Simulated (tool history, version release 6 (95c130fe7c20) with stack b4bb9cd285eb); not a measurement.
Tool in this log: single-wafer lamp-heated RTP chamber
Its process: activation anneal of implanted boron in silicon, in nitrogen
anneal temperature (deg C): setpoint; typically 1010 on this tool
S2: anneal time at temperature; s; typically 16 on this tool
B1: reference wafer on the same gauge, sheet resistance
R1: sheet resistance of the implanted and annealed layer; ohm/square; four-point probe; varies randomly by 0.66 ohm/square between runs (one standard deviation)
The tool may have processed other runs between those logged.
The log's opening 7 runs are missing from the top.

{"run": 8, "day": 5.175, "anneal temperature (deg C)": 987, "S2": 9, "B1": 94.01, "R1": 124.87}
{"run": 9, "day": 5.858, "anneal temperature (deg C)": 987, "S2": 9, "B1": 93.98, "R1": 125.55}
{"day": 6.558, "done": "reflector plate cleaned"}
{"run": 10, "day": 6.579, "anneal temperature (deg C)": 1010, "S2": 11, "B1": 93.8, "R1": 112.09}
{"run": 11, "day": 6.612, "anneal temperature (deg C)": 1010, "S2": 11, "B1": 94.03, "R1": 112.58}
{"run": 12, "day": 7.321, "anneal temperature (deg C)": 1010, "S2": 16, "B1": 94.16, "R1": 109.13}
{"run": 13, "day": 7.921, "anneal temperature (deg C)": 1010, "S2": 16, "B1": 93.91, "R1": 110.39}
{"run": 14, "day": 8.462, "anneal temperature (deg C)": 1010, "S2": 16, "B1": 94.02, "R1": 111.19}
{"run": 15, "day": 8.85, "anneal temperature (deg C)": 989, "S2": 22, "B1": 94.02, "R1": 117.14}
{"run": 16, "day": 9.267, "anneal temperature (deg C)": 1031, "S2": 13, "B1": 94.09, "R1": 105.09}
{"run": 17, "day": 9.717, "anneal temperature (deg C)": 1010, "S2": 19, "B1": 94.0, "R1": 109.77}
{"run": 18, "day": 10.275, "anneal temperature (deg C)": 1010, "S2": 12, "B1": 93.85, "R1": 112.51}
{"run": 19, "day": 10.942, "anneal temperature (deg C)": 998, "S2": 16, "B1": 94.06, "R1": 116.12}
{"day": 11.071, "done": "gauge calibrated"}
{"day": 11.717, "done": "pyrometer window cleaned and pyrometer calibrated"}
{"run": 20, "day": 11.738, "anneal temperature (deg C)": 1019, "S2": 16, "B1": 94.09, "R1": 108.74}
{"run": 21, "day": 11.979, "anneal temperature (deg C)": 1010, "S2": 16, "B1": 94.11, "R1": 111.1}
{"run": 22, "day": 12.654, "anneal temperature (deg C)": 1010, "S2": 16, "B1": 93.83, "R1": 110.88}
{"run": 23, "day": 13.333, "anneal temperature (deg C)": 982, "S2": 16, "B1": 94.23, "R1": 124.88}
{"run": 24, "day": 14.033, "anneal temperature (deg C)": 1027, "S2": 9, "B1": 93.99, "R1": 108.52}
{"run": 25, "day": 14.538, "anneal temperature (deg C)": 1010, "S2": 13, "B1": 93.81, "R1": 110.81}
{"run": 26, "day": 14.833, "anneal temperature (deg C)": 982, "S2": 8, "B1": 94.09, "R1": 130.29}
{"run": 27, "day": 15.333, "anneal temperature (deg C)": 1010, "S2": 16, "B1": 93.99, "R1": 110.0}
{"run": 28, "day": 16.046, "anneal temperature (deg C)": 1021, "S2": 16, "B1": 93.89, "R1": 109.26}
{"run": 29, "day": 16.588, "anneal temperature (deg C)": 988, "S2": 16, "B1": 93.96, "R1": 119.33}
{"run": 30, "day": 17.042, "anneal temperature (deg C)": 993, "S2": 19, "B1": 94.03, "R1": 115.19}
{"run": 31, "day": 17.712, "anneal temperature (deg C)": 1010, "S2": 16, "B1": 93.98, "R1": 110.52}

For run 32, what comes out?
{"run": 32, "day": 18.129, "anneal temperature (deg C)": 1010, "S2": 16, "B1": "?", "R1": "?"}

B1: 93.86
R1: 110.34 ohm/square
Were there no unlogged condition in the tool, this run, its random variation unchanged, would have produced R1 110.34 ohm/square.

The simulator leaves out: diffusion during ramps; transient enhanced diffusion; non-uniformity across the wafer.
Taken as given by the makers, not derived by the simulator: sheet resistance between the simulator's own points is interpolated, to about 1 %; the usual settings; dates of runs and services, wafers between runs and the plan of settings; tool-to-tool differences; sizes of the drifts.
